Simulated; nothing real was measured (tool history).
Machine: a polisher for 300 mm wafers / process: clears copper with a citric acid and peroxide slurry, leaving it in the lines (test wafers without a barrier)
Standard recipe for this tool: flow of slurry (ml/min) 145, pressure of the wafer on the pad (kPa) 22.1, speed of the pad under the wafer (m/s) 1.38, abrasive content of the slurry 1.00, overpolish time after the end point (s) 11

run,day,flow of slurry (ml/min),pressure of the wafer on the pad (kPa),speed of the pad under the wafer (m/s),abrasive content of the slurry,overpolish time after the end point (s),"incoming thickness of the incoming film, nm",time until the end point was called (s),dishing of a wide line in a test structure (angstrom)
1,0.000,145,22.1,1.06,1.00,11,229.0,92.7,231
2,2.567,145,22.1,1.06,1.00,11,232.3,97.4,215
# day 2.858: slurry blender recalibrated
# day 4.938: worn pad replaced by a new one
3,6.029,145,22.1,1.06,1.00,11,228.8,90.8,231
4,8.662,145,22.1,1.14,1.00,13,229.9,90.9,276
# day 10.271: slurry blender recalibrated
5,11.925,145,22.1,1.14,1.00,13,229.0,94.0,260
# day 12.929: worn pad replaced by a new one
6,14.254,145,22.1,1.14,1.00,13,229.5,86.1,286
7,16.488,145,22.1,1.38,1.00,7,225.3,71.1,185
# day 17.633: slurry nozzle cleaned
# day 18.329: slurry blender recalibrated
8,19.588,145,22.1,1.38,1.00,7,231.7,75.8,179
# day 20.458: worn pad replaced by a new one
9,23.896,145,22.1,1.76,1.00,5,230.6,59.6,166
# day 25.338: head pressure recalibrated
10,25.962,145,29.0,1.74,1.00,5,229.7,51.5,189
# day 27.150: slurry blender recalibrated
11,27.771,180,17.9,1.00,0.90,11,229.8,116.5,183
# day 28.117: worn pad replaced by a new one
12,30.429,120,15.9,1.26,1.00,14,231.1,102.5,257
13,32.483,145,29.6,1.54,0.85,11,230.2,57.7,353
14,34.321,145,22.1,1.38,1.00,11,229.0,79.0,266
# day 35.300: slurry blender recalibrated
# day 35.921: worn pad replaced by a new one
15,38.421,145,22.1,1.38,1.00,11,230.9,71.3,289
16,40.504,145,22.1,1.78,1.00,16,226.7,57.9,463

Per-run results on a tool with no hidden state, each run keeping its own random variation:
What the log doesn't record here: removal rate lost through wear of the pad, %; slurry flow missing at the pad, %; deviation of the head's pressure from its setpoint, %; abrasive missing from the slurry, %.
run,time until the end point was called (s),dishing of a wide line in a test structure (angstrom)
1,88.9,240
2,89.7,232
3,87.9,237
4,84.5,295
5,82.9,291
6,84.1,292
7,67.2,195
8,68.0,198
9,55.9,176
10,46.8,207
11,102.7,206
12,98.3,267
13,53.5,376
14,71.1,293
15,68.7,299
16,54.0,490
